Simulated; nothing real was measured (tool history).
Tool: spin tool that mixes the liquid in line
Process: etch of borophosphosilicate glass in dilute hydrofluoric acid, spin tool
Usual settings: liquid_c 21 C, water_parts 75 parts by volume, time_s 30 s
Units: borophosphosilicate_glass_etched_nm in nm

run	hour	liquid_c	water_parts	time_s	read-back film thickness of the borophosphosilicate glass reference wafer, read on the same gauge (nm)	borophosphosilicate_glass_etched_nm
1	0	21	75	30	30	19.01
2	21.4	21	75	30	30.01	19.11
3	38.2	21	75	30	29.97	18.82
4	52.4	21	75	30	30	18.95
5	80.3	21	75	30	29.98	18.87
6	121.1	21	75	45	30.04	28.24
7	152.5	21	75	30	30.01	18.59
8	186.5	21	75	30	30	18.75
9	218.3	21	75	30	30.02	18.65
10	241.9	21	75	30	30.02	18.63
11	271.9	21	75	30	30.03	18.69
12	292.6	23	75	25	29.98	16.82
13	305.1	23	75	25	29.98	16.78
14	325.5	21	75	30	30	18.49
15	350.4	25.5	75	30	30	22.33
16	371.2	21	65	40	29.99	28.65
17	386.4	21	75	30	30.02	18.43
# hour 391: thermometer replaced
18	407.6	21	95	50	30.02	25.01
19	436.9	25.5	40	40	30.05	61.64
# hour 468.8: hydrofluoric acid flow meter replaced
20	469.3	17	45	30	30	28.21
21	486.7	25.5	100	25	29.98	14.03
22	500.3	25	95	50	29.97	29.39
23	525.3	26	105	50	30.02	27.11
# hour 548.2: gauge calibrated
24	586.1	21	65	40	30	29.73
25	611.9	21	75	30	29.98	19.23
26	636.6	21	110	15	29.97	6.29
27	666	21	75	30	29.98	18.96
28	687.3	23.5	55	40	29.97	39.51
29	712.3	21	75	40	29.94	25.4

3 ways to go on from here, each from the tool as it stands after run 29. What would each give?
A	712.7	21	75	15	?	?
B	712.7	19.5	100	30	?	?
C	712.7	17	110	20	?	?

run	read-back film thickness of the borophosphosilicate glass reference wafer, read on the same gauge (nm)	borophosphosilicate_glass_etched_nm
A	30.02	9.61
B	30.02	13.16
C	30.02	7.11
Without the tool's hidden state the same runs would have given:
run	borophosphosilicate_glass_etched_nm
A	9.87
B	13.52
C	7.3

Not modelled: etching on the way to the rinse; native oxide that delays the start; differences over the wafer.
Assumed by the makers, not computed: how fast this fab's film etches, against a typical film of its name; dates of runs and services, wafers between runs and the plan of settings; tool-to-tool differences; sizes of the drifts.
